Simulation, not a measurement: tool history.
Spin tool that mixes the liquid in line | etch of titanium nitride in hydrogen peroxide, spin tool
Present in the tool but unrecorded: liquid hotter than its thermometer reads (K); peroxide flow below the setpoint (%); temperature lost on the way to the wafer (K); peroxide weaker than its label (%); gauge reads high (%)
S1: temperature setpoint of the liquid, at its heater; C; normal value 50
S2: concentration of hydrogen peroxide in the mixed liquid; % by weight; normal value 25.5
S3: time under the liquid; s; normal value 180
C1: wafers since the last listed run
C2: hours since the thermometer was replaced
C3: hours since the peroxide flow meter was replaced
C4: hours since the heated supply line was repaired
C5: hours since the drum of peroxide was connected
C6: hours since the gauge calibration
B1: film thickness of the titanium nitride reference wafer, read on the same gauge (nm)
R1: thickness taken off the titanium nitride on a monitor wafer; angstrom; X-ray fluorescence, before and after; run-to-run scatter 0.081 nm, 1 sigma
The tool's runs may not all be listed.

{"run": 1, "hour": 0.0, "S1": 50, "S2": 25.5, "S3": 180, "C1": 0, "C2": 2012, "C3": 1669.6, "C4": 568.4, "C5": 124.5, "C6": 4002.1, "B1": 139.99, "R1": 95.9}
{"run": 2, "hour": 73.9, "S1": 58, "S2": 25.5, "S3": 180, "C1": 589, "C2": 2085.9, "C3": 1743.5, "C4": 642.3, "C5": 198.4, "C6": 4076, "B1": 140.01, "R1": 170.8}
{"hour": 75.6, "done": "peroxide flow meter replaced"}
{"run": 3, "hour": 173.1, "S1": 50, "S2": 25.5, "S3": 180, "C1": 783, "C2": 2185.1, "C3": 97.5, "C4": 741.5, "C5": 297.6, "C6": 4175.2, "B1": 140.01, "R1": 96.7}
{"hour": 225.6, "done": "gauge calibrated"}
{"run": 4, "hour": 258.1, "S1": 55, "S2": 25.5, "S3": 225, "C1": 678, "C2": 2270.1, "C3": 182.5, "C4": 826.5, "C5": 382.6, "C6": 32.5, "B1": 140.02, "R1": 172.5}
{"run": 5, "hour": 295.8, "S1": 50, "S2": 25.5, "S3": 180, "C1": 300, "C2": 2307.8, "C3": 220.2, "C4": 864.2, "C5": 420.3, "C6": 70.2, "B1": 140, "R1": 96.1}
{"run": 6, "hour": 395.9, "S1": 50, "S2": 21, "S3": 235, "C1": 799, "C2": 2407.9, "C3": 320.3, "C4": 964.3, "C5": 520.4, "C6": 170.3, "B1": 140, "R1": 121.8}
{"run": 7, "hour": 489.9, "S1": 58.5, "S2": 23, "S3": 255, "C1": 750, "C2": 2501.9, "C3": 414.3, "C4": 1058.3, "C5": 614.4, "C6": 264.3, "B1": 139.97, "R1": 247.1}
{"run": 8, "hour": 567.1, "S1": 41, "S2": 25.5, "S3": 180, "C1": 616, "C2": 2579.1, "C3": 491.5, "C4": 1135.5, "C5": 691.6, "C6": 341.5, "B1": 140.01, "R1": 50.8}
{"run": 9, "hour": 674.3, "S1": 50, "S2": 27.5, "S3": 180, "C1": 855, "C2": 2686.3, "C3": 598.7, "C4": 1242.7, "C5": 798.8, "C6": 448.7, "B1": 140, "R1": 101}
{"run": 10, "hour": 737.4, "S1": 50, "S2": 25.5, "S3": 180, "C1": 503, "C2": 2749.4, "C3": 661.8, "C4": 1305.8, "C5": 861.9, "C6": 511.8, "B1": 139.99, "R1": 100.3}
{"hour": 757.0, "done": "new drum of peroxide connected"}
{"run": 11, "hour": 781.9, "S1": 53.5, "S2": 25.5, "S3": 180, "C1": 347, "C2": 2793.9, "C3": 706.3, "C4": 1350.3, "C5": 24.9, "C6": 556.3, "B1": 140.01, "R1": 126.2}
{"run": 12, "hour": 822.7, "S1": 55.5, "S2": 25.5, "S3": 135, "C1": 325, "C2": 2834.7, "C3": 747.1, "C4": 1391.1, "C5": 65.7, "C6": 597.1, "B1": 140.02, "R1": 107.5}
{"run": 13, "hour": 912.4, "S1": 55, "S2": 30, "S3": 150, "C1": 716, "C2": 2924.4, "C3": 836.8, "C4": 1480.8, "C5": 155.4, "C6": 686.8, "B1": 139.99, "R1": 120.2}
{"run": 14, "hour": 955.2, "S1": 50, "S2": 25.5, "S3": 180, "C1": 341, "C2": 2967.2, "C3": 879.6, "C4": 1523.6, "C5": 198.2, "C6": 729.6, "B1": 140, "R1": 99.2}
{"run": 15, "hour": 1034.6, "S1": 50, "S2": 25.5, "S3": 180, "C1": 633, "C2": 3046.6, "C3": 959, "C4": 1603, "C5": 277.6, "C6": 809, "B1": 139.98, "R1": 99.3}
{"run": 16, "hour": 1122.6, "S1": 50, "S2": 25.5, "S3": 220, "C1": 702, "C2": 3134.6, "C3": 1047, "C4": 1691, "C5": 365.6, "C6": 897, "B1": 140, "R1": 122.2}
{"hour": 1134.7, "done": "thermometer replaced"}
{"run": 17, "hour": 1353.7, "S1": 50, "S2": 25.5, "S3": 180, "C1": 1836, "C2": 219, "C3": 1278.1, "C4": 1922.1, "C5": 596.7, "C6": 1128.1, "B1": 140.01, "R1": 93.1}
{"run": 18, "hour": 1407.1, "S1": 55, "S2": 30, "S3": 150, "C1": 426, "C2": 272.4, "C3": 1331.5, "C4": 1975.5, "C5": 650.1, "C6": 1181.5, "B1": 140, "R1": 113.4}
{"run": 19, "hour": 1475.9, "S1": 50, "S2": 28.5, "S3": 180, "C1": 549, "C2": 341.2, "C3": 1400.3, "C4": 2044.3, "C5": 718.9, "C6": 1250.3, "B1": 139.99, "R1": 95.9}
{"hour": 1488.9, "done": "new drum of peroxide connected"}
{"run": 20, "hour": 1518.2, "S1": 50, "S2": 25.5, "S3": 180, "C1": 329, "C2": 383.5, "C3": 1442.6, "C4": 2086.6, "C5": 29.3, "C6": 1292.6, "B1": 140, "R1": 92.8}
{"run": 21, "hour": 1836.6, "S1": 56.5, "S2": 30, "S3": 220, "C1": 2541, "C2": 701.9, "C3": 1761, "C4": 2405, "C5": 347.7, "C6": 1611, "B1": 140.01, "R1": 188.7}
{"run": 22, "hour": 1922.9, "S1": 44.5, "S2": 27.5, "S3": 225, "C1": 688, "C2": 788.2, "C3": 1847.3, "C4": 2491.3, "C5": 434, "C6": 1697.3, "B1": 139.98, "R1": 80.8}
{"run": 23, "hour": 1985.0, "S1": 50, "S2": 30, "S3": 100, "C1": 495, "C2": 850.3, "C3": 1909.4, "C4": 2553.4, "C5": 496.1, "C6": 1759.4, "B1": 140.01, "R1": 54.3}
{"hour": 2035.3, "done": "peroxide flow meter replaced"}
{"run": 24, "hour": 2084.3, "S1": 50, "S2": 30, "S3": 180, "C1": 784, "C2": 949.6, "C3": 49, "C4": 2652.7, "C5": 595.4, "C6": 1858.7, "B1": 140.01, "R1": 98}

Hidden state at the last listed run before each entry between runs and at the first one after, where it differs:
Run 2 -> run 3: peroxide flow meter replaced (hour 75.6)
  liquid hotter than its thermometer reads (K): 0.648 -> 0.676
  difference, measured minus the result without the unlogged condition, R1: +7.4 -> +4.6 angstrom
Run 3 -> run 4: gauge calibrated (hour 225.6)
  liquid hotter than its thermometer reads (K): 0.676 -> 0.701
  difference, measured minus the result without the unlogged condition, R1: +4.6 -> +8.2 angstrom
Run 10 -> run 11: new drum of peroxide connected (hour 757)
  liquid hotter than its thermometer reads (K): 0.84 -> 0.853
  difference, measured minus the result without the unlogged condition, R1: +5.9 -> +7.4 angstrom
Run 16 -> run 17: thermometer replaced (hour 1134.7)
  liquid hotter than its thermometer reads (K): 0.952 -> 0.0976
  difference, measured minus the result without the unlogged condition, R1: +8 -> +0.7 angstrom
Run 19 -> run 20: new drum of peroxide connected (hour 1488.9)
  liquid hotter than its thermometer reads (K): 0.133 -> 0.145
  difference, measured minus the result without the unlogged condition, R1: +0.9 -> +1 angstrom
Run 23 -> run 24: peroxide flow meter replaced (hour 2035.3)
  liquid hotter than its thermometer reads (K): 0.281 -> 0.31
  difference, measured minus the result without the unlogged condition, R1: +1.1 -> +2.2 angstrom

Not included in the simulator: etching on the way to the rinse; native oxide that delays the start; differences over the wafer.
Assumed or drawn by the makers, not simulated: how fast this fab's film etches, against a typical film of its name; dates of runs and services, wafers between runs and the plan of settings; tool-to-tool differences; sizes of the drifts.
